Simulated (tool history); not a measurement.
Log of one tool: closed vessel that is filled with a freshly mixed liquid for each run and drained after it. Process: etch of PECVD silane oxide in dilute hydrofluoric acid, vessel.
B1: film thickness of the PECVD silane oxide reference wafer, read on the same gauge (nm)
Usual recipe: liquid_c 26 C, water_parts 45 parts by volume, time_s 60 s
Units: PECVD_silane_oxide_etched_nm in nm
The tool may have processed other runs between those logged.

Run 1, hour 0: usual settings; B1 70. Result: PECVD_silane_oxide_etched_nm 36.05 nm.
Run 2, hour 28.6: usual settings; B1 69.99. Result: PECVD_silane_oxide_etched_nm 36.2 nm.
Run 3, hour 99.7: usual settings but time_s 80 s; B1 70. Result: PECVD_silane_oxide_etched_nm 48.9 nm.
Run 4, hour 137.1: usual settings but time_s 80 s; B1 70.01. Result: PECVD_silane_oxide_etched_nm 49.49 nm.
Run 5, hour 205.5: usual settings; B1 70. Result: PECVD_silane_oxide_etched_nm 37.11 nm.
Run 6, hour 264.6: usual settings; B1 69.99. Result: PECVD_silane_oxide_etched_nm 37.36 nm.
Run 7, hour 325.6: usual settings; B1 70.02. Result: PECVD_silane_oxide_etched_nm 35.33 nm.
Run 8, hour 383.7: usual settings but liquid_c 23 C, time_s 80 s; B1 69.99. Result: PECVD_silane_oxide_etched_nm 42.43 nm.
Run 9, hour 441.5: usual settings but liquid_c 23 C, time_s 80 s; B1 70.01. Result: PECVD_silane_oxide_etched_nm 42.57 nm.
Run 10, hour 485.2: usual settings but liquid_c 23 C, time_s 80 s; B1 70.01. Result: PECVD_silane_oxide_etched_nm 42.63 nm.
Run 11, hour 513.4: usual settings; B1 69.99. Result: PECVD_silane_oxide_etched_nm 36.42 nm.
Run 12, hour 574.8: usual settings but liquid_c 21.5 C, water_parts 55 parts by volume, time_s 30 s; B1 70. Result: PECVD_silane_oxide_etched_nm 12.3 nm.
Run 13, hour 682.4: usual settings but liquid_c 21.5 C, water_parts 50 parts by volume; B1 70. Result: PECVD_silane_oxide_etched_nm 27.6 nm.
Run 14, hour 744: usual settings but water_parts 30 parts by volume, time_s 40 s; B1 70.01. Result: PECVD_silane_oxide_etched_nm 33.7 nm.
Run 15, hour 785.7: usual settings; B1 70.02. Result: PECVD_silane_oxide_etched_nm 33.88 nm.
Run 16, hour 819.8: usual settings but liquid_c 24 C, water_parts 40 parts by volume; B1 70.01. Result: PECVD_silane_oxide_etched_nm 35.99 nm.
Run 17, hour 879.9: usual settings but liquid_c 22.5 C, time_s 80 s; B1 70. Result: PECVD_silane_oxide_etched_nm 39.14 nm.
Run 18, hour 918.6: usual settings but liquid_c 22.5 C; B1 70.02. Result: PECVD_silane_oxide_etched_nm 29.73 nm.
Run 19, hour 956.1: usual settings but liquid_c 29 C, water_parts 55 parts by volume; B1 70. Result: PECVD_silane_oxide_etched_nm 31.15 nm.
Run 20, hour 1027: usual settings but time_s 85 s; B1 69.99. Result: PECVD_silane_oxide_etched_nm 49.09 nm.
Run 21, hour 1086.7: usual settings but water_parts 50 parts by volume, time_s 85 s; B1 70.01. Result: PECVD_silane_oxide_etched_nm 44.54 nm.
Run 22, hour 1116.8: usual settings; B1 70.01. Result: PECVD_silane_oxide_etched_nm 35.17 nm.
Run 23, hour 1145.8: usual settings but liquid_c 21.5 C, water_parts 55 parts by volume, time_s 30 s; B1 69.97. Result: PECVD_silane_oxide_etched_nm 11.99 nm.
Run 24, hour 1179: usual settings but liquid_c 30 C, water_parts 50 parts by volume, time_s 85 s; B1 69.97. Result: PECVD_silane_oxide_etched_nm 53 nm.
Run 25, hour 1203.7: usual settings but liquid_c 22.5 C, time_s 70 s; B1 70. Result: PECVD_silane_oxide_etched_nm 36.09 nm.
Run 26, hour 1264.1: usual settings but liquid_c 24 C, water_parts 35 parts by volume, time_s 45 s; B1 69.99. Result: PECVD_silane_oxide_etched_nm 32.56 nm.
Run 27, hour 1303.7: usual settings but liquid_c 30 C, water_parts 50 parts by volume, time_s 85 s; B1 70. Result: PECVD_silane_oxide_etched_nm 53.62 nm.
Run 28, hour 1373.6: usual settings but liquid_c 23 C, water_parts 55 parts by volume; B1 70. Result: PECVD_silane_oxide_etched_nm 25.68 nm.
Run 29, hour 1445.4: usual settings but water_parts 30 parts by volume, time_s 70 s; B1 70.01. Result: PECVD_silane_oxide_etched_nm 65.56 nm.
Run 30, hour 1472.5: usual settings but liquid_c 28.5 C, water_parts 30 parts by volume; B1 70. Result: PECVD_silane_oxide_etched_nm 63.04 nm.
Run 31, hour 1519: usual settings; B1 69.99. Result: PECVD_silane_oxide_etched_nm 36.77 nm.
Run 32, hour 1557.8: usual settings but liquid_c 29 C, water_parts 30 parts by volume; B1 69.99. Result: PECVD_silane_oxide_etched_nm 64.23 nm.
Run 33, hour 1619.2: usual settings; B1 70.01. Result: PECVD_silane_oxide_etched_nm 37.44 nm.

Not shown: 3 entries that the log had between the listed runs. Between which runs, and how does the tool's hidden state differ before and after?
Logged between run 6 and run 7: thermometer replaced (hour 313.2)
  liquid hotter than its thermometer reads (K): 1.13 -> 0.0226; hydrofluoric acid flow above the setpoint (%): 6.97 -> 7.53
  measured result minus the result with no hidden state, PECVD_silane_oxide_etched_nm: +4.14 -> +2.65 nm
Logged between run 13 and run 14: hydrofluoric acid flow meter replaced (hour 734.8)
  liquid hotter than its thermometer reads (K): 0.198 -> 0.228; hydrofluoric acid flow above the setpoint (%): 10.8 -> 0.978
  measured result minus the result with no hidden state, PECVD_silane_oxide_etched_nm: +3.06 -> +0.66 nm
Logged between run 22 and run 23: gauge calibrated (hour 1133.5)
  liquid hotter than its thermometer reads (K): 0.411 -> 0.425; hydrofluoric acid flow above the setpoint (%): 4.44 -> 4.71
  measured result minus the result with no hidden state, PECVD_silane_oxide_etched_nm: +2.14 -> +0.78 nm

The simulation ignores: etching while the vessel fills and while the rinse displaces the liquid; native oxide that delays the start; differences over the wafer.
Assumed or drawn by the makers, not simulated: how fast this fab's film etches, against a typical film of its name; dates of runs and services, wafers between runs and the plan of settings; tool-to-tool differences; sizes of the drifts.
